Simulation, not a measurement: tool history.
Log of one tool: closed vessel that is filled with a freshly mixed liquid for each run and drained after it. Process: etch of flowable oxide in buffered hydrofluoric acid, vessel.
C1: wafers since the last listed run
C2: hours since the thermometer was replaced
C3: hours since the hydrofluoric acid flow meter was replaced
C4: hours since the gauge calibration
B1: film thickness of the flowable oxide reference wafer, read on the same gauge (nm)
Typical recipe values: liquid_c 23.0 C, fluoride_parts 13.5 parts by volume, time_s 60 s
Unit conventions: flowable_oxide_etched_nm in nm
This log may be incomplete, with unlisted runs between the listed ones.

{"run": 1, "hour": 0.0, "liquid_c": 23.0, "fluoride_parts": 13.5, "time_s": 60, "C1": 0, "C2": 838.0, "C3": 1500.3, "C4": 262.7, "B1": 110.02, "flowable_oxide_etched_nm": 228.67}
{"run": 2, "hour": 17.9, "liquid_c": 23.0, "fluoride_parts": 13.5, "time_s": 60, "C1": 1861, "C2": 855.9, "C3": 1518.2, "C4": 280.6, "B1": 110.01, "flowable_oxide_etched_nm": 222.75}
{"run": 3, "hour": 36.7, "liquid_c": 23.0, "fluoride_parts": 13.5, "time_s": 60, "C1": 1955, "C2": 874.7, "C3": 1537.0, "C4": 299.4, "B1": 109.95, "flowable_oxide_etched_nm": 225.69}
{"run": 4, "hour": 62.5, "liquid_c": 23.0, "fluoride_parts": 13.5, "time_s": 60, "C1": 2683, "C2": 900.5, "C3": 1562.8, "C4": 325.2, "B1": 109.98, "flowable_oxide_etched_nm": 222.77}
{"run": 5, "hour": 85.8, "liquid_c": 23.0, "fluoride_parts": 13.5, "time_s": 60, "C1": 2423, "C2": 923.8, "C3": 1586.1, "C4": 348.5, "B1": 110.01, "flowable_oxide_etched_nm": 224.75}
{"run": 6, "hour": 98.1, "liquid_c": 23.0, "fluoride_parts": 13.5, "time_s": 60, "C1": 1279, "C2": 936.1, "C3": 1598.4, "C4": 360.8, "B1": 110.02, "flowable_oxide_etched_nm": 226.74}
{"run": 7, "hour": 111.7, "liquid_c": 23.0, "fluoride_parts": 13.5, "time_s": 60, "C1": 1414, "C2": 949.7, "C3": 1612.0, "C4": 374.4, "B1": 110.02, "flowable_oxide_etched_nm": 222.31}
{"hour": 137.7, "done": "gauge calibrated"}
{"run": 8, "hour": 142.4, "liquid_c": 23.0, "fluoride_parts": 13.5, "time_s": 60, "C1": 3193, "C2": 980.4, "C3": 1642.7, "C4": 4.7, "B1": 110.02, "flowable_oxide_etched_nm": 223.51}
{"hour": 150.8, "done": "hydrofluoric acid flow meter replaced"}
{"run": 9, "hour": 171.7, "liquid_c": 23.0, "fluoride_parts": 9.0, "time_s": 85, "C1": 2943, "C2": 1009.7, "C3": 20.9, "C4": 34.0, "B1": 110.0, "flowable_oxide_etched_nm": 445.31}
{"run": 10, "hour": 201.0, "liquid_c": 23.0, "fluoride_parts": 18.0, "time_s": 50, "C1": 3047, "C2": 1039.0, "C3": 50.2, "C4": 63.3, "B1": 109.98, "flowable_oxide_etched_nm": 137.78}
{"run": 11, "hour": 232.6, "liquid_c": 23.0, "fluoride_parts": 18.5, "time_s": 75, "C1": 3286, "C2": 1070.6, "C3": 81.8, "C4": 94.9, "B1": 109.95, "flowable_oxide_etched_nm": 199.42}
{"run": 12, "hour": 256.3, "liquid_c": 21.5, "fluoride_parts": 18.5, "time_s": 75, "C1": 2465, "C2": 1094.3, "C3": 105.5, "C4": 118.6, "B1": 109.97, "flowable_oxide_etched_nm": 182.95}
{"run": 13, "hour": 287.8, "liquid_c": 23.0, "fluoride_parts": 13.5, "time_s": 60, "C1": 3276, "C2": 1125.8, "C3": 137.0, "C4": 150.1, "B1": 109.99, "flowable_oxide_etched_nm": 220.21}
{"hour": 297.4, "done": "thermometer replaced"}
{"run": 14, "hour": 320.2, "liquid_c": 21.5, "fluoride_parts": 11.5, "time_s": 80, "C1": 3265, "C2": 22.8, "C3": 169.4, "C4": 182.5, "B1": 109.99, "flowable_oxide_etched_nm": 366.43}
{"run": 15, "hour": 344.8, "liquid_c": 23.0, "fluoride_parts": 11.5, "time_s": 60, "C1": 2558, "C2": 47.4, "C3": 194.0, "C4": 207.1, "B1": 109.99, "flowable_oxide_etched_nm": 295.61}
{"run": 16, "hour": 364.1, "liquid_c": 25.0, "fluoride_parts": 16.0, "time_s": 85, "C1": 2007, "C2": 66.7, "C3": 213.3, "C4": 226.4, "B1": 109.97, "flowable_oxide_etched_nm": 334.93}
{"run": 17, "hour": 388.3, "liquid_c": 23.0, "fluoride_parts": 13.5, "time_s": 60, "C1": 2517, "C2": 90.9, "C3": 237.5, "C4": 250.6, "B1": 109.98, "flowable_oxide_etched_nm": 253.61}

Each row is a separate what-if for the run after 17, all from the same tool condition, not one after another. Results?
{"run": "A", "hour": 389.0, "liquid_c": 23.0, "fluoride_parts": 13.5, "time_s": 60, "C1": 72, "C2": 91.6, "C3": 238.2, "C4": 251.3, "B1": "?", "flowable_oxide_etched_nm": "?"}
{"run": "B", "hour": 389.0, "liquid_c": 25.0, "fluoride_parts": 13.5, "time_s": 60, "C1": 72, "C2": 91.6, "C3": 238.2, "C4": 251.3, "B1": "?", "flowable_oxide_etched_nm": "?"}
{"run": "C", "hour": 389.0, "liquid_c": 27.0, "fluoride_parts": 12.0, "time_s": 40, "C1": 72, "C2": 91.6, "C3": 238.2, "C4": 251.3, "B1": "?", "flowable_oxide_etched_nm": "?"}

run=A B1=109.99 flowable_oxide_etched_nm=250.04
run=B B1=109.99 flowable_oxide_etched_nm=278.98
run=C B1=109.99 flowable_oxide_etched_nm=232.53
With no hidden state in the tool, these same runs would have given:
run=A flowable_oxide_etched_nm=257.01
run=B flowable_oxide_etched_nm=286.66
run=C flowable_oxide_etched_nm=238.85
